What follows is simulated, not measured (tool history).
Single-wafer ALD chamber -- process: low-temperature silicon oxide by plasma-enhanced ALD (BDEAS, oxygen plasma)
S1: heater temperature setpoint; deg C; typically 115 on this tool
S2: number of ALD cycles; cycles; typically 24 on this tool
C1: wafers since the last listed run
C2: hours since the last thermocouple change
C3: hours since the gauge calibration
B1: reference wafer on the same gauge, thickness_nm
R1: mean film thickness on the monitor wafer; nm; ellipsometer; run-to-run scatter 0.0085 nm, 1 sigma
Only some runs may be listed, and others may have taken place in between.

Run 1, hour 0.0: usual settings; C1 0; C2 1028.9; C3 804.1; B1 3.326. Result: R1 3.454 nm.
Run 2, hour 57.3: usual settings; C1 681; C2 1086.2; C3 861.4; B1 3.324. Result: R1 3.454 nm.
Run 3, hour 140.1: usual settings; C1 985; C2 1169.0; C3 944.2; B1 3.318. Result: R1 3.449 nm.
Run 4, hour 228.2: usual settings; C1 1048; C2 1257.1; C3 1032.3; B1 3.316. Result: R1 3.424 nm.
Run 5, hour 282.9: usual settings but S1 125 deg C; C1 650; C2 1311.8; C3 1087.0; B1 3.314. Result: R1 3.366 nm.
Run 6, hour 335.7: usual settings; C1 628; C2 1364.6; C3 1139.8; B1 3.312. Result: R1 3.428 nm.
Run 7, hour 433.4: usual settings; C1 1162; C2 1462.3; C3 1237.5; B1 3.303. Result: R1 3.428 nm.
Run 8, hour 471.1: usual settings; C1 448; C2 1500.0; C3 1275.2; B1 3.303. Result: R1 3.414 nm.
Run 9, hour 513.1: usual settings but S1 119 deg C, S2 22 cycles; C1 499; C2 1542.0; C3 1317.2; B1 3.303. Result: R1 3.116 nm.
Run 10, hour 563.6: usual settings; C1 600; C2 1592.5; C3 1367.7; B1 3.297. Result: R1 3.416 nm.
Run 11, hour 650.2: usual settings but S1 104 deg C, S2 22 cycles; C1 1030; C2 1679.1; C3 1454.3; B1 3.293. Result: R1 3.179 nm.
Run 12, hour 725.9: usual settings; C1 900; C2 1754.8; C3 1530.0; B1 3.290. Result: R1 3.400 nm.
At hour 754.5: thermocouple changed; heater temperature recalibrated.
Run 13, hour 779.6: usual settings but S1 128 deg C, S2 21 cycles; C1 543; C2 25.1; C3 1583.7; B1 3.285. Result: R1 2.903 nm.
Run 14, hour 880.7: usual settings but S2 28 cycles; C1 1202; C2 126.2; C3 1684.8; B1 3.280. Result: R1 3.967 nm.
At hour 914.8: gauge calibrated.
Run 15, hour 938.7: usual settings but S1 122 deg C, S2 22 cycles; C1 690; C2 184.2; C3 23.9; B1 3.362. Result: R1 3.153 nm.
Run 16, hour 1013.4: usual settings but S1 129 deg C, S2 25 cycles; C1 888; C2 258.9; C3 98.6; B1 3.356. Result: R1 3.535 nm.

The next listed run, before its measurement:
Run 17, hour 1134.3: usual settings but S1 124 deg C; C1 1438; C2 379.8; C3 219.5; B1 ?. Result: R1 ?.

B1: 3.348
R1: 3.420 nm
Had the tool carried no hidden state, the very same run would have given R1 3.429 nm.
